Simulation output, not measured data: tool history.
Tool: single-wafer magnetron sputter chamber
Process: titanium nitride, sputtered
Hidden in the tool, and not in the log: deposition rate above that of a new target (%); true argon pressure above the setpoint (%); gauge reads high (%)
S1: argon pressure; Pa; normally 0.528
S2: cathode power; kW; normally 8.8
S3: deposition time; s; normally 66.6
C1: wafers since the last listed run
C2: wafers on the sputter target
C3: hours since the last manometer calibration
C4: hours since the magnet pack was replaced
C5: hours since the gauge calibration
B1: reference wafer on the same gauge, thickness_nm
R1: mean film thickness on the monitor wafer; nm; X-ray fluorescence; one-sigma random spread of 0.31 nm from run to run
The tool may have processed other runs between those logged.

Run 1, day 0: usual settings but S2 8.2 kW, S3 61.1 s; C1 0; C2 4271; C3 1662.2; C4 4883; C5 167.9; B1 100.872. Result: R1 84.923 nm.
Run 2, day 1.154: usual settings but S2 8.2 kW, S3 61.1 s; C1 624; C2 4895; C3 1689.9; C4 4910.7; C5 195.6; B1 101.101. Result: R1 85.451 nm.
At day 2.188: sputter target and shields replaced.
Run 3, day 2.208: usual settings but S3 61.9 s; C1 389; C2 12; C3 1715.2; C4 4936; C5 220.9; B1 101.056. Result: R1 95.26 nm.
Run 4, day 3.158: usual settings but S3 57.5 s; C1 513; C2 525; C3 1738; C4 4958.8; C5 243.7; B1 100.889. Result: R1 87.858 nm.
Run 5, day 7.492: usual settings but S3 57.5 s; C1 2344; C2 2870; C3 1842; C4 5062.8; C5 347.7; B1 101.135. Result: R1 86.323 nm.
Run 6, day 8.95: usual settings but S3 57.5 s; C1 788; C2 3659; C3 1877; C4 5097.8; C5 382.7; B1 100.855. Result: R1 86.351 nm.
Run 7, day 10.717: usual settings but S1 0.695 Pa; C1 955; C2 4614; C3 1919.4; C4 5140.2; C5 425.1; B1 101.022. Result: R1 95.628 nm.
Run 8, day 12.171: usual settings but S1 0.695 Pa; C1 786; C2 5401; C3 1954.3; C4 5175.1; C5 460; B1 100.991. Result: R1 95.595 nm.
At day 13.188: sputter target and shields replaced.
At day 13.533: magnet pack replaced.
At day 13.675: gauge calibrated.
At day 13.862: capacitance manometer re-zeroed and calibrated.
Run 9, day 13.883: usual settings but S1 0.695 Pa; C1 388; C2 19; C3 0.5; C4 8.4; C5 5; B1 101.094. Result: R1 97.016 nm.
Run 10, day 14.158: usual settings; C1 148; C2 168; C3 7.1; C4 15; C5 11.6; B1 101.054. Result: R1 101.501 nm.
Run 11, day 15.271: usual settings; C1 601; C2 770; C3 33.8; C4 41.7; C5 38.3; B1 101.09. Result: R1 101.643 nm.
Run 12, day 15.775: usual settings; C1 272; C2 1042; C3 45.9; C4 53.8; C5 50.4; B1 100.911. Result: R1 101.737 nm.
Run 13, day 16.654: usual settings but S3 74.1 s; C1 475; C2 1518; C3 67; C4 74.9; C5 71.5; B1 100.943. Result: R1 111.708 nm.
Run 14, day 18.088: usual settings but S3 77 s; C1 775; C2 2293; C3 101.4; C4 109.3; C5 105.9; B1 101.01. Result: R1 116.311 nm.
Run 15, day 18.675: usual settings but S2 10.55 kW, S3 71.9 s; C1 317; C2 2611; C3 115.5; C4 123.4; C5 120; B1 100.831. Result: R1 130.004 nm.
Run 16, day 19.954: usual settings; C1 691; C2 3303; C3 146.2; C4 154.1; C5 150.7; B1 101.043. Result: R1 100.66 nm.
Run 17, day 21.283: usual settings; C1 719; C2 4022; C3 178.1; C4 186; C5 182.6; B1 101.038. Result: R1 99.248 nm.
Run 18, day 22.117: usual settings but S2 7.65 kW, S3 58.7 s; C1 450; C2 4473; C3 198.1; C4 206; C5 202.6; B1 100.933. Result: R1 76.459 nm.
At day 23.221: sputter target and shields replaced.
Run 19, day 24.604: usual settings but S1 0.69 Pa; C1 1165; C2 748; C3 257.8; C4 265.7; C5 262.3; B1 101.118. Result: R1 96.877 nm.
Run 20, day 25.654: usual settings but S1 0.722 Pa, S2 10.2 kW, S3 55.6 s; C1 568; C2 1316; C3 283; C4 290.9; C5 287.5; B1 101.086. Result: R1 92.69 nm.
Run 21, day 26.558: usual settings but S3 62.5 s; C1 489; C2 1805; C3 304.7; C4 312.6; C5 309.2; B1 100.933. Result: R1 94.161 nm.
Run 22, day 27.912: usual settings but S2 7.65 kW, S3 58.7 s; C1 732; C2 2538; C3 337.2; C4 345.1; C5 341.7; B1 100.889. Result: R1 77.002 nm.
Run 23, day 28.617: usual settings but S1 0.343 Pa, S2 10.2 kW, S3 70.8 s; C1 380; C2 2919; C3 354.1; C4 362; C5 358.6; B1 100.853. Result: R1 130.99 nm.
Run 24, day 30.017: usual settings but S1 0.426 Pa, S3 74.3 s; C1 757; C2 3676; C3 387.7; C4 395.6; C5 392.2; B1 101.014. Result: R1 114.958 nm.
Run 25, day 31.408: usual settings but S1 0.318 Pa, S2 7.1 kW, S3 61.5 s; C1 752; C2 4429; C3 421.1; C4 429; C5 425.6; B1 101.072. Result: R1 79.335 nm.
Run 26, day 32.133: usual settings but S1 0.683 Pa, S2 6.65 kW, S3 53.4 s; C1 392; C2 4821; C3 438.5; C4 446.4; C5 443; B1 100.837. Result: R1 57.607 nm.
Run 27, day 32.979: usual settings but S2 7.25 kW, S3 57 s; C1 457; C2 5279; C3 458.8; C4 466.7; C5 463.3; B1 101.024. Result: R1 70.196 nm.
At day 34.054: sputter target and shields replaced.
Run 28, day 34.075: usual settings but S2 7.35 kW, S3 74.5 s; C1 412; C2 12; C3 485.1; C4 493; C5 489.6; B1 100.959. Result: R1 95.438 nm.
Run 29, day 34.492: usual settings but S3 79.8 s; C1 225; C2 237; C3 495.1; C4 503; C5 499.6; B1 100.979. Result: R1 122.064 nm.

Forecast each of these 5 alternatives for the next run:
Run A, day 34.508: usual settings but S3 74.4 s; C1 9; C2 246; C3 495.5; C4 503.4; C5 500; B1 ?. Result: R1 ?.
Run B, day 34.508: usual settings but S1 0.734 Pa, S2 7.9 kW, S3 62.9 s; C1 9; C2 246; C3 495.5; C4 503.4; C5 500; B1 ?. Result: R1 ?.
Run C, day 34.508: usual settings but S1 0.408 Pa, S2 7.6 kW, S3 75.9 s; C1 9; C2 246; C3 495.5; C4 503.4; C5 500; B1 ?. Result: R1 ?.
Run D, day 34.508: usual settings but S1 0.426 Pa; C1 9; C2 246; C3 495.5; C4 503.4; C5 500; B1 ?. Result: R1 ?.
Run E, day 34.508: usual settings but S3 76.1 s; C1 9; C2 246; C3 495.5; C4 503.4; C5 500; B1 ?. Result: R1 ?.

run       B1       R1
  A  100.888    114.2
  B  100.888   81.673
  C  100.888  104.227
  D  100.888  105.335
  E  100.888   116.81
With no hidden state in the tool, these same runs would have given:
run       R1
  A  115.008
  B    82.25
  C  104.964
  D   106.08
  E  117.636

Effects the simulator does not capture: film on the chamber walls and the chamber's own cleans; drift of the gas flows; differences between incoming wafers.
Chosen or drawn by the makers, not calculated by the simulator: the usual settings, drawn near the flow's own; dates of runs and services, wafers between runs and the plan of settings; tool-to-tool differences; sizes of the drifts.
